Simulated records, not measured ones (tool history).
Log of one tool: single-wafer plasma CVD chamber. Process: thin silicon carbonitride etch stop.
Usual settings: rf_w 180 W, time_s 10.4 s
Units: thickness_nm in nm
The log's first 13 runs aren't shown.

run	hour	rf_w	time_s	wafers since the last listed run	hours since the last thermocouple change	hours since the last RF generator calibration	hours since the showerhead was replaced	hours since the gauge calibration	read-back reference wafer on the same gauge, thickness_nm	thickness_nm
14	604.7	180	11.9	1171	1192.2	1192.1	7632.4	732.8	6.108	7.118
# hour 660.4: RF generator calibrated
15	676.4	180	11.9	1564	1263.9	16.0	7704.1	804.5	6.109	7.279
16	702.2	180	9.5	633	1289.7	41.8	7729.9	830.3	6.112	5.783
17	738.4	180	9.5	889	1325.9	78.0	7766.1	866.5	6.110	5.778
18	801.2	180	10.4	1542	1388.7	140.8	7828.9	929.3	6.110	6.301
# hour 860.9: gauge calibrated
19	865.8	180	11.8	1586	1453.3	205.4	7893.5	4.9	6.111	7.167
20	925.9	180	10.4	1476	1513.4	265.5	7953.6	65.0	6.107	6.323
21	973.6	205	10.4	1171	1561.1	313.2	8001.3	112.7	6.113	6.504
22	1020.1	180	8.6	1142	1607.6	359.7	8047.8	159.2	6.106	5.208
# hour 1063.1: showerhead replaced
23	1082.8	205	11.4	1343	1670.3	422.4	19.7	221.9	6.109	7.137
# hour 1093.6: thermocouple changed; heater temperature recalibrated
24	1147.6	200	8.4	1395	54.0	487.2	84.5	286.7	6.111	5.196
25	1204.3	215	9.4	1392	110.7	543.9	141.2	343.4	6.113	5.921
26	1246.1	160	8.4	1026	152.5	585.7	183.0	385.2	6.107	4.939
27	1304.2	195	12.4	1427	210.6	643.8	241.1	443.3	6.110	7.648
28	1387.8	190	11.9	2053	294.2	727.4	324.7	526.9	6.109	7.293
29	1541.1	205	12.3	3765	447.5	880.7	478.0	680.2	6.107	7.605
30	1580.8	180	10.4	975	487.2	920.4	517.7	719.9	6.111	6.221
31	1609.8	180	9.1	712	516.2	949.4	546.7	748.9	6.115	5.496
32	1649.2	205	8.4	967	555.6	988.8	586.1	788.3	6.108	5.214
33	1727.6	200	9.3	1925	634.0	1067.2	664.5	866.7	6.111	5.709
34	1783.6	180	10.4	1375	690.0	1123.2	720.5	922.7	6.110	6.285
35	1844.5	180	9.5	1496	750.9	1184.1	781.4	983.6	6.108	5.689
36	1874.5	145	8.5	736	780.9	1214.1	811.4	1013.6	6.107	4.868

4 ways to go on from here, each from the tool as it stands after run 36. What would each give?
A	1874.9	180	12.3	9	781.3	1214.5	811.8	1014.0	?	?
B	1874.9	190	8.7	9	781.3	1214.5	811.8	1014.0	?	?
C	1874.9	200	10.9	9	781.3	1214.5	811.8	1014.0	?	?
D	1874.9	155	11.4	9	781.3	1214.5	811.8	1014.0	?	?

run	read-back reference wafer on the same gauge, thickness_nm	thickness_nm
A	6.108	7.394
B	6.108	5.297
C	6.108	6.719
D	6.108	6.620
Without the tool's hidden state the same runs would have given:
run	thickness_nm
A	7.527
B	5.393
C	6.840
D	6.740
